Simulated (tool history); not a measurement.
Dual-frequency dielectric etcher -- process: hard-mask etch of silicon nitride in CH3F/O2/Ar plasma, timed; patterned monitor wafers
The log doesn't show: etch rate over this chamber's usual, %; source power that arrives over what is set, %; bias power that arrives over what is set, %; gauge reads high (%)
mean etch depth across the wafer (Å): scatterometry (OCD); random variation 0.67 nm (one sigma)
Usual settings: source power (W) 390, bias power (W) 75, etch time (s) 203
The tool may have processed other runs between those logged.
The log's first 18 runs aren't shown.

run,day,source power (W),bias power (W),etch time (s),wafers since the last listed run,hours since the last wet clean,hours since the last source power generator calibration,hours since the last bias power generator calibration,hours since the last upper electrode change,hours since the gauge calibration,"read-back reference wafer on the same gauge, depth_nm",mean etch depth across the wafer (Å)
19,18.992,460,75,148,180,299.9,307.2,389.3,311.3,176.2,158,1073
20,20.246,430,85,257,160,330,337.3,419.4,341.4,206.3,158.1,1975
21,20.875,390,75,203,80,345.1,352.4,434.5,356.5,221.4,157.9,1397
22,21.529,390,75,203,83,360.8,368.1,450.2,372.2,237.1,158.2,1415
23,22.325,300,75,170.5,101,379.9,387.2,469.3,391.3,256.2,157.8,1088
24,23.112,470,68,203,100,398.8,406.1,488.2,410.2,275.1,157.9,1402
25,24.142,330,61,257.5,131,423.5,430.8,512.9,434.9,299.8,157.9,1498
26,24.838,490,61,151,88,440.2,447.5,529.6,451.6,316.5,157.9,993
27,25.712,300,68,183,111,461.2,468.5,550.6,472.6,337.5,157.9,1110
28,26.733,310,63,203,130,485.7,493,575.1,497.1,362,158.1,1180
29,28.025,390,75,203,165,516.7,524,606.1,528.1,393,158,1401
30,29.142,390,75,203,142,543.5,550.8,632.9,554.9,419.8,158,1400
31,30.938,330,87,184,229,586.6,593.9,676,598,462.9,157.9,1314

Here are 3 independent what-if runs from the current tool condition. What would each one return?
A,30.958,390,75,203,2,587.1,594.4,676.5,598.5,463.4,?,?
B,30.958,430,63,231,2,587.1,594.4,676.5,598.5,463.4,?,?
C,30.958,470,61,180,2,587.1,594.4,676.5,598.5,463.4,?,?

run,"read-back reference wafer on the same gauge, depth_nm",mean etch depth across the wafer (Å)
A,158,1404
B,158,1491
C,158,1172
With the hidden condition removed and each run's random variation left untouched, the same runs would have given:
run,mean etch depth across the wafer (Å)
A,1404
B,1491
C,1172

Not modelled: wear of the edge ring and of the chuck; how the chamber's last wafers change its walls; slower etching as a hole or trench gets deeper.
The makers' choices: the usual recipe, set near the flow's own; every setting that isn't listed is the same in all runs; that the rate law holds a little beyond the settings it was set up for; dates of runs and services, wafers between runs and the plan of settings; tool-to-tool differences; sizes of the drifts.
